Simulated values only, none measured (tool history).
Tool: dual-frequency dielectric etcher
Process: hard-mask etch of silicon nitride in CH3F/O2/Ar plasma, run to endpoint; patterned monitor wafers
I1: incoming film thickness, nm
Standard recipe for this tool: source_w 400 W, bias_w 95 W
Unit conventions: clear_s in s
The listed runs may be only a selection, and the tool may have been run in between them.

Run 1, day 0: usual settings; I1 51. Result: clear_s 69 s.
Run 2, day 2.558: usual settings; I1 51.6. Result: clear_s 70.4 s.
Run 3, day 4.65: usual settings; I1 51.6. Result: clear_s 69.6 s.
Run 4, day 8.858: usual settings; I1 51.4. Result: clear_s 70.4 s.
Run 5, day 10.479: usual settings; I1 51.6. Result: clear_s 71 s.
At day 13.771: wet clean of the chamber.
Run 6, day 13.792: usual settings but source_w 320 W, bias_w 103 W; I1 51.6. Result: clear_s 70.8 s.
Run 7, day 16.096: usual settings but source_w 430 W; I1 51.4. Result: clear_s 68 s.
At day 18.771: bias power generator calibrated.
Run 8, day 20.467: usual settings but source_w 430 W; I1 51.9. Result: clear_s 69.1 s.
At day 21.162: source power generator calibrated.
Run 9, day 21.979: usual settings; I1 51.3. Result: clear_s 69.3 s.
Run 10, day 30.046: usual settings but source_w 450 W; I1 51.5. Result: clear_s 69.2 s.
Run 11, day 32.258: usual settings; I1 51.4. Result: clear_s 71.5 s.
At day 34.012: upper electrode replaced.
Run 12, day 35.975: usual settings but source_w 490 W; I1 51.4. Result: clear_s 67.9 s.
Run 13, day 39.729: usual settings but source_w 320 W, bias_w 103 W; I1 51.4. Result: clear_s 74.4 s.
At day 41.112: wet clean of the chamber.
Run 14, day 48.808: usual settings but source_w 490 W, bias_w 77 W; I1 51.1. Result: clear_s 70.2 s.
Run 15, day 51.979: usual settings but source_w 300 W, bias_w 82 W; I1 51.7. Result: clear_s 78.8 s.
Run 16, day 56.179: usual settings but source_w 460 W, bias_w 75 W; I1 51.1. Result: clear_s 72.9 s.
Run 17, day 60.667: usual settings but source_w 340 W, bias_w 107 W; I1 51.1. Result: clear_s 70 s.

Some steps in clear_s, run to run, broken into two amounts with sign: the step expected even without the hidden condition (settings, incoming material, random variation), and the rest, left for the hidden condition together with whatever gauge scatter is not in both the measured and the hidden-condition-free result:
Hidden state at play: etch rate over this chamber's usual, %; source power that arrives over what is set, %; bias power that arrives over what is set, %.
Run 13 -> 14: source_w 320 -> 490, bias_w 103 -> 77, wet clean of the chamber. clear_s -4.2 s: hidden state -3.2, all else -1.
Run 14 -> 15: source_w 490 -> 300, bias_w 77 -> 82. clear_s +8.6 s: hidden state +0.6, all else +8.

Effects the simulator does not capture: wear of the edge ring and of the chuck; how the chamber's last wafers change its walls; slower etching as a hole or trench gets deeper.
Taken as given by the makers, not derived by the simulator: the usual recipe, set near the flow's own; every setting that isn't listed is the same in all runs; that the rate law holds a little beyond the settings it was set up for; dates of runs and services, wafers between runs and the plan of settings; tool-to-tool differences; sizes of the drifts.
